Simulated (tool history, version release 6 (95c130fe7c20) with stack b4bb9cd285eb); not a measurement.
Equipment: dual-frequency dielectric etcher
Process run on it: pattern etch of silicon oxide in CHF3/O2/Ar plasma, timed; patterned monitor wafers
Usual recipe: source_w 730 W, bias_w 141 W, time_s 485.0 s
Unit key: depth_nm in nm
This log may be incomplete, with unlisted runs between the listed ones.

| run | day | source_w | bias_w | time_s | wafers since the last listed run | hours since the last wet clean | hours since the last source power generator calibration | hours since the last bias power generator calibration | hours since the last upper electrode change | hours since the gauge calibration | read-back reference wafer on the same gauge, depth_nm | depth_nm |
|---|---|---|---|---|---|---|---|---|---|---|---|---|
| 1 | 0.000 | 870 | 141 | 485.0 | 0 | 408.4 | 2051.0 | 1360.9 | 5450.5 | 382.7 | 803.6 | 853.0 |
| 2 | 0.767 | 870 | 141 | 485.0 | 87 | 426.8 | 2069.4 | 1379.3 | 5468.9 | 401.1 | 802.6 | 860.7 |
| 3 | 2.129 | 870 | 141 | 485.0 | 155 | 459.5 | 2102.1 | 1412.0 | 5501.6 | 433.8 | 802.2 | 850.7 |
|  | 3.229 | wet clean of the chamber |
| 4 | 3.250 | 730 | 141 | 485.0 | 13 | 0.5 | 2129.0 | 1438.9 | 5528.5 | 460.7 | 803.2 | 813.4 |
| 5 | 3.679 | 730 | 141 | 485.0 | 48 | 10.8 | 2139.3 | 1449.2 | 5538.8 | 471.0 | 802.6 | 809.5 |
| 6 | 4.292 | 730 | 141 | 485.0 | 69 | 25.5 | 2154.0 | 1463.9 | 5553.5 | 485.7 | 804.4 | 799.0 |
|  | 4.529 | gauge calibrated |
| 7 | 4.812 | 730 | 141 | 485.0 | 59 | 38.0 | 2166.5 | 1476.4 | 5566.0 | 6.8 | 802.0 | 805.7 |
| 8 | 5.754 | 730 | 141 | 485.0 | 107 | 60.6 | 2189.1 | 1499.0 | 5588.6 | 29.4 | 802.9 | 797.6 |
| 9 | 6.342 | 730 | 141 | 485.0 | 66 | 74.7 | 2203.2 | 1513.1 | 5602.7 | 43.5 | 803.6 | 802.2 |
| 10 | 7.271 | 730 | 141 | 485.0 | 105 | 97.0 | 2225.5 | 1535.4 | 5625.0 | 65.8 | 803.0 | 809.0 |
| 11 | 8.275 | 730 | 141 | 485.0 | 114 | 121.1 | 2249.6 | 1559.5 | 5649.1 | 89.9 | 803.9 | 815.5 |
| 12 | 9.158 | 730 | 141 | 485.0 | 100 | 142.3 | 2270.8 | 1580.7 | 5670.3 | 111.1 | 802.2 | 804.6 |
| 13 | 9.729 | 730 | 141 | 485.0 | 64 | 156.0 | 2284.5 | 1594.4 | 5684.0 | 124.8 | 804.2 | 798.7 |
| 14 | 10.896 | 840 | 141 | 485.0 | 132 | 184.0 | 2312.5 | 1622.4 | 5712.0 | 152.8 | 803.1 | 832.7 |
| 15 | 12.225 | 730 | 141 | 563.0 | 151 | 215.9 | 2344.4 | 1654.3 | 5743.9 | 184.7 | 803.9 | 930.3 |
| 16 | 13.338 | 830 | 112 | 437.5 | 126 | 242.6 | 2371.1 | 1681.0 | 5770.6 | 211.4 | 802.4 | 715.1 |
| 17 | 14.417 | 730 | 109 | 533.5 | 122 | 268.5 | 2397.0 | 1706.9 | 5796.5 | 237.3 | 804.1 | 823.2 |
| 18 | 15.254 | 730 | 119 | 606.0 | 95 | 288.6 | 2417.1 | 1727.0 | 5816.6 | 257.4 | 803.3 | 963.3 |
| 19 | 16.675 | 620 | 112 | 485.0 | 161 | 322.7 | 2451.2 | 1761.1 | 5850.7 | 291.5 | 802.7 | 722.4 |
| 20 | 17.296 | 730 | 141 | 485.0 | 70 | 337.6 | 2466.1 | 1776.0 | 5865.6 | 306.4 | 803.7 | 811.5 |
|  | 17.762 | source power generator calibrated |
|  | 17.962 | bias power generator calibrated |
|  | 19.600 | upper electrode replaced |
|  | 20.604 | gauge calibrated |
|  | 21.208 | wet clean of the chamber |
| 21 | 21.229 | 870 | 141 | 485.0 | 182 | 0.5 | 83.2 | 78.4 | 39.1 | 15.0 | 804.1 | 845.5 |
| 22 | 21.279 | 730 | 141 | 485.0 | 5 | 1.7 | 84.4 | 79.6 | 40.3 | 16.2 | 802.8 | 808.3 |
| 23 | 22.304 | 670 | 129 | 340.0 | 116 | 26.3 | 109.0 | 104.2 | 64.9 | 40.8 | 803.0 | 535.9 |
| 24 | 23.292 | 820 | 116 | 485.0 | 112 | 50.0 | 132.7 | 127.9 | 88.6 | 64.5 | 801.5 | 794.1 |
| 25 | 23.875 | 610 | 141 | 485.0 | 66 | 64.0 | 146.7 | 141.9 | 102.6 | 78.5 | 802.2 | 759.2 |
| 26 | 28.058 | 730 | 109 | 532.0 | 476 | 164.4 | 247.1 | 242.3 | 203.0 | 178.9 | 802.2 | 829.8 |

Hidden condition of the tool, last listed run before each entry between runs versus first listed run after:
Between runs 3 and 4: wet clean of the chamber (day 3.229)
  no hidden state differs between the two runs
Between runs 6 and 7: gauge calibrated (day 4.529)
  no hidden state differs between the two runs
Between runs 20 and 21: source power generator calibrated (day 17.762); bias power generator calibrated (day 17.962); upper electrode replaced (day 19.600); gauge calibrated (day 20.604); wet clean of the chamber (day 21.208)
  no hidden state differs between the two runs
